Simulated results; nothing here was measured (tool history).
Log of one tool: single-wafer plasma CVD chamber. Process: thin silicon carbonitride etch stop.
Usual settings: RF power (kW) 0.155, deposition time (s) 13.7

| run | hour | RF power (kW) | deposition time (s) | wafers since the last listed run | hours since the last thermocouple change | hours since the last RF generator calibration | hours since the showerhead was replaced | hours since the gauge calibration | read-back reference wafer on the same gauge, thickness_nm | mean film thickness on the monitor wafer (angstrom) |
|---|---|---|---|---|---|---|---|---|---|---|
| 1 | 0.0 | 0.155 | 15.2 | 0 | 763.5 | 687.5 | 6495.2 | 536.6 | 7.407 | 75.65 |
| 2 | 67.5 | 0.155 | 15.2 | 2688 | 831.0 | 755.0 | 6562.7 | 604.1 | 7.403 | 75.67 |
| 3 | 117.4 | 0.155 | 15.2 | 1987 | 880.9 | 804.9 | 6612.6 | 654.0 | 7.389 | 75.57 |
| 4 | 146.5 | 0.155 | 15.4 | 1159 | 910.0 | 834.0 | 6641.7 | 683.1 | 7.387 | 76.52 |
| 5 | 206.1 | 0.155 | 13.7 | 2374 | 969.6 | 893.6 | 6701.3 | 742.7 | 7.394 | 67.96 |
| 6 | 275.0 | 0.155 | 13.7 | 2744 | 1038.5 | 962.5 | 6770.2 | 811.6 | 7.405 | 68.18 |
| 7 | 329.0 | 0.155 | 13.7 | 2151 | 1092.5 | 1016.5 | 6824.2 | 865.6 | 7.393 | 67.96 |
|  | 379.2 | RF generator calibrated |
| 8 | 384.1 | 0.155 | 13.7 | 1876 | 1147.6 | 4.9 | 6879.3 | 920.7 | 7.398 | 68.59 |
| 9 | 450.2 | 0.155 | 13.7 | 2633 | 1213.7 | 71.0 | 6945.4 | 986.8 | 7.395 | 68.64 |
| 10 | 486.8 | 0.155 | 13.7 | 1457 | 1250.3 | 107.6 | 6982.0 | 1023.4 | 7.397 | 69.14 |
| 11 | 540.3 | 0.155 | 13.7 | 2131 | 1303.8 | 161.1 | 7035.5 | 1076.9 | 7.398 | 68.40 |
| 12 | 573.9 | 0.155 | 13.7 | 1338 | 1337.4 | 194.7 | 7069.1 | 1110.5 | 7.414 | 68.67 |
|  | 607.0 | showerhead replaced |
| 13 | 618.8 | 0.155 | 12.2 | 1469 | 1382.3 | 239.6 | 11.8 | 1155.4 | 7.402 | 61.32 |
|  | 632.8 | thermocouple changed; heater temperature recalibrated |
| 14 | 678.0 | 0.170 | 11.7 | 2039 | 45.2 | 298.8 | 71.0 | 1214.6 | 7.401 | 59.50 |
| 15 | 735.3 | 0.175 | 15.4 | 2282 | 102.5 | 356.1 | 128.3 | 1271.9 | 7.399 | 78.64 |
| 16 | 773.9 | 0.180 | 15.1 | 1537 | 141.1 | 394.7 | 166.9 | 1310.5 | 7.402 | 77.23 |
| 17 | 810.9 | 0.170 | 15.8 | 1473 | 178.1 | 431.7 | 203.9 | 1347.5 | 7.394 | 80.13 |
| 18 | 848.3 | 0.180 | 13.7 | 1489 | 215.5 | 469.1 | 241.3 | 1384.9 | 7.401 | 69.89 |
|  | 855.1 | gauge calibrated |
| 19 | 905.7 | 0.170 | 11.0 | 2286 | 272.9 | 526.5 | 298.7 | 50.6 | 7.404 | 55.76 |
| 20 | 935.8 | 0.155 | 15.4 | 1199 | 303.0 | 556.6 | 328.8 | 80.7 | 7.394 | 76.80 |
| 21 | 1003.4 | 0.140 | 15.8 | 2692 | 370.6 | 624.2 | 396.4 | 148.3 | 7.408 | 77.69 |
| 22 | 1064.3 | 0.155 | 13.7 | 2425 | 431.5 | 685.1 | 457.3 | 209.2 | 7.405 | 68.26 |
| 23 | 1096.0 | 0.125 | 16.4 | 1262 | 463.2 | 716.8 | 489.0 | 240.9 | 7.394 | 78.96 |
| 24 | 1168.0 | 0.155 | 13.7 | 2868 | 535.2 | 788.8 | 561.0 | 312.9 | 7.390 | 67.90 |

Take each entry between the runs: how does the hidden state at the last listed run before it differ from the hidden state at the first listed run after it?
Runs 7 to 8: RF generator calibrated (hour 379.2)
  delivered RF power above the setpoint (%): -7.22 -> -0.473
  difference, measured minus the result without the unlogged condition, mean film thickness on the monitor wafer (angstrom): -0.82 -> -0.05
Runs 12 to 13: showerhead replaced (hour 607.0)
  delivered RF power above the setpoint (%): -1.78 -> -2.09
  difference, measured minus the result without the unlogged condition, mean film thickness on the monitor wafer (angstrom): -0.20 -> -0.21
Runs 13 to 14: thermocouple changed; heater temperature recalibrated (hour 632.8)
  delivered RF power above the setpoint (%): -2.09 -> -2.49
  difference, measured minus the result without the unlogged condition, mean film thickness on the monitor wafer (angstrom): -0.21 -> -0.25
Runs 18 to 19: gauge calibrated (hour 855.1)
  delivered RF power above the setpoint (%): -3.66 -> -4.06
  difference, measured minus the result without the unlogged condition, mean film thickness on the monitor wafer (angstrom): -0.42 -> -0.37

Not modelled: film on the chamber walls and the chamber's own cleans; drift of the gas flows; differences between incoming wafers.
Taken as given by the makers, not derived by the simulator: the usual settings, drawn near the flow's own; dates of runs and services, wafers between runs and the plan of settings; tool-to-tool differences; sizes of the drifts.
